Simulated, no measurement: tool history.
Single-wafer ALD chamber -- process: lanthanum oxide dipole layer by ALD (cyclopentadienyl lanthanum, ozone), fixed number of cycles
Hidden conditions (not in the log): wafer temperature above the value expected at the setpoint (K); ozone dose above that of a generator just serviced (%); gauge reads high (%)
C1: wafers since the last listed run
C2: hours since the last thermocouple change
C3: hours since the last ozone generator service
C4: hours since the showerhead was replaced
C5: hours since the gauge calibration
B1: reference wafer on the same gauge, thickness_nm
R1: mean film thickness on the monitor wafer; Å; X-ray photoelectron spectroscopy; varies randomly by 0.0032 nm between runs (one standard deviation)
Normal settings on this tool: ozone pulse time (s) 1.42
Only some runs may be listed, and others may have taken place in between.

run 1 hour=0.0 | ozone_pulse_time_(s)=1.62 | C1=0 C2=769.3 C3=1022.9 C4=4352.8 C5=2407.3 | B1=0.485 | R1=5.61
-- hour=74.9 ozone generator serviced
run 2 hour=97.5 | ozone_pulse_time_(s)=1.62 | C1=2545 C2=866.8 C3=22.6 C4=4450.3 C5=2504.8 | B1=0.485 | R1=5.41
run 3 hour=224.6 | ozone_pulse_time_(s)=1.42 | C1=3615 C2=993.9 C3=149.7 C4=4577.4 C5=2631.9 | B1=0.485 | R1=5.08
run 4 hour=321.1 | ozone_pulse_time_(s)=1.42 | C1=2745 C2=1090.4 C3=246.2 C4=4673.9 C5=2728.4 | B1=0.484 | R1=5.06
run 5 hour=363.2 | ozone_pulse_time_(s)=1.42 | C1=1197 C2=1132.5 C3=288.3 C4=4716.0 C5=2770.5 | B1=0.485 | R1=5.00
run 6 hour=523.9 | ozone_pulse_time_(s)=1.42 | C1=4571 C2=1293.2 C3=449.0 C4=4876.7 C5=2931.2 | B1=0.486 | R1=4.96
run 7 hour=565.7 | ozone_pulse_time_(s)=1.42 | C1=1189 C2=1335.0 C3=490.8 C4=4918.5 C5=2973.0 | B1=0.486 | R1=4.96
-- hour=591.1 showerhead replaced
run 8 hour=635.1 | ozone_pulse_time_(s)=1.86 | C1=1746 C2=1404.4 C3=560.2 C4=44.0 C5=3042.4 | B1=0.484 | R1=5.42
-- hour=668.0 ozone generator serviced, repeated, since the last time left the tool worse
run 9 hour=700.2 | ozone_pulse_time_(s)=1.42 | C1=1624 C2=1469.5 C3=32.2 C4=109.1 C5=3107.5 | B1=0.486 | R1=5.56
run 10 hour=770.9 | ozone_pulse_time_(s)=1.42 | C1=2011 C2=1540.2 C3=102.9 C4=179.8 C5=3178.2 | B1=0.486 | R1=5.54
-- hour=811.2 gauge calibrated
run 11 hour=856.0 | ozone_pulse_time_(s)=1.42 | C1=2420 C2=1625.3 C3=188.0 C4=264.9 C5=44.8 | B1=0.486 | R1=5.51
run 12 hour=895.9 | ozone_pulse_time_(s)=1.42 | C1=1135 C2=1665.2 C3=227.9 C4=304.8 C5=84.7 | B1=0.484 | R1=5.46
run 13 hour=964.0 | ozone_pulse_time_(s)=1.42 | C1=1937 C2=1733.3 C3=296.0 C4=372.9 C5=152.8 | B1=0.484 | R1=5.47
run 14 hour=1065.8 | ozone_pulse_time_(s)=1.05 | C1=2895 C2=1835.1 C3=397.8 C4=474.7 C5=254.6 | B1=0.485 | R1=4.86
run 15 hour=1160.3 | ozone_pulse_time_(s)=1.42 | C1=2688 C2=1929.6 C3=492.3 C4=569.2 C5=349.1 | B1=0.485 | R1=5.45
run 16 hour=1243.0 | ozone_pulse_time_(s)=1.12 | C1=2352 C2=2012.3 C3=575.0 C4=651.9 C5=431.8 | B1=0.485 | R1=5.02
run 17 hour=1329.2 | ozone_pulse_time_(s)=1.93 | C1=2452 C2=2098.5 C3=661.2 C4=738.1 C5=518.0 | B1=0.485 | R1=5.76
-- hour=1394.5 thermocouple changed; heater temperature recalibrated
-- hour=1546.2 ozone generator serviced
run 18 hour=1607.5 | ozone_pulse_time_(s)=0.99 | C1=7461 C2=213.0 C3=61.3 C4=1016.4 C5=796.3 | B1=0.485 | R1=4.81
run 19 hour=1694.7 | ozone_pulse_time_(s)=1.42 | C1=2480 C2=300.2 C3=148.5 C4=1103.6 C5=883.5 | B1=0.486 | R1=5.59
run 20 hour=1789.3 | ozone_pulse_time_(s)=1.64 | C1=2691 C2=394.8 C3=243.1 C4=1198.2 C5=978.1 | B1=0.485 | R1=5.75
run 21 hour=1853.8 | ozone_pulse_time_(s)=1.12 | C1=1834 C2=459.3 C3=307.6 C4=1262.7 C5=1042.6 | B1=0.484 | R1=5.05
run 22 hour=1961.4 | ozone_pulse_time_(s)=1.06 | C1=3060 C2=566.9 C3=415.2 C4=1370.3 C5=1150.2 | B1=0.484 | R1=4.87
run 23 hour=2060.4 | ozone_pulse_time_(s)=1.81 | C1=2816 C2=665.9 C3=514.2 C4=1469.3 C5=1249.2 | B1=0.486 | R1=5.76
run 24 hour=2146.0 | ozone_pulse_time_(s)=1.42 | C1=2435 C2=751.5 C3=599.8 C4=1554.9 C5=1334.8 | B1=0.485 | R1=5.47
run 25 hour=2209.8 | ozone_pulse_time_(s)=1.01 | C1=1814 C2=815.3 C3=663.6 C4=1618.7 C5=1398.6 | B1=0.485 | R1=4.76
run 26 hour=2286.3 | ozone_pulse_time_(s)=1.13 | C1=2176 C2=891.8 C3=740.1 C4=1695.2 C5=1475.1 | B1=0.485 | R1=5.01
run 27 hour=2352.3 | ozone_pulse_time_(s)=1.42 | C1=1877 C2=957.8 C3=806.1 C4=1761.2 C5=1541.1 | B1=0.487 | R1=5.46
run 28 hour=2432.9 | ozone_pulse_time_(s)=1.74 | C1=2292 C2=1038.4 C3=886.7 C4=1841.8 C5=1621.7 | B1=0.484 | R1=5.66
run 29 hour=2514.1 | ozone_pulse_time_(s)=1.79 | C1=2309 C2=1119.6 C3=967.9 C4=1923.0 C5=1702.9 | B1=0.486 | R1=5.77
run 30 hour=2576.0 | ozone_pulse_time_(s)=1.71 | C1=1760 C2=1181.5 C3=1029.8 C4=1984.9 C5=1764.8 | B1=0.486 | R1=5.69
-- hour=2615.9 ozone generator serviced
run 31 hour=2673.5 | ozone_pulse_time_(s)=1.58 | C1=2545 C2=1279.0 C3=57.6 C4=2082.4 C5=1862.3 | B1=0.484 | R1=5.68
run 32 hour=2738.6 | ozone_pulse_time_(s)=1.66 | C1=1851 C2=1344.1 C3=122.7 C4=2147.5 C5=1927.4 | B1=0.484 | R1=5.78
run 33 hour=2781.1 | ozone_pulse_time_(s)=1.72 | C1=1208 C2=1386.6 C3=165.2 C4=2190.0 C5=1969.9 | B1=0.485 | R1=5.75

5 ways to go on from here, each from the tool as it stands after run 33. What would each give?
run A hour=2781.5 | ozone_pulse_time_(s)=0.87 | C1=11 C2=1387.0 C3=165.6 C4=2190.4 C5=1970.3 | B1=? | R1=?
run B hour=2781.5 | ozone_pulse_time_(s)=1.87 | C1=11 C2=1387.0 C3=165.6 C4=2190.4 C5=1970.3 | B1=? | R1=?
run C hour=2781.5 | ozone_pulse_time_(s)=1.02 | C1=11 C2=1387.0 C3=165.6 C4=2190.4 C5=1970.3 | B1=? | R1=?
run D hour=2781.5 | ozone_pulse_time_(s)=1.77 | C1=11 C2=1387.0 C3=165.6 C4=2190.4 C5=1970.3 | B1=? | R1=?
run E hour=2781.5 | ozone_pulse_time_(s)=1.09 | C1=11 C2=1387.0 C3=165.6 C4=2190.4 C5=1970.3 | B1=? | R1=?

run=A B1=0.485 R1=4.39
run=B B1=0.485 R1=5.83
run=C B1=0.485 R1=4.87
run=D B1=0.485 R1=5.79
run=E B1=0.485 R1=5.04
What these runs would have given with no unlogged condition in the tool:
run=A R1=4.53
run=B R1=5.86
run=C R1=4.99
run=D R1=5.83
run=E R1=5.15
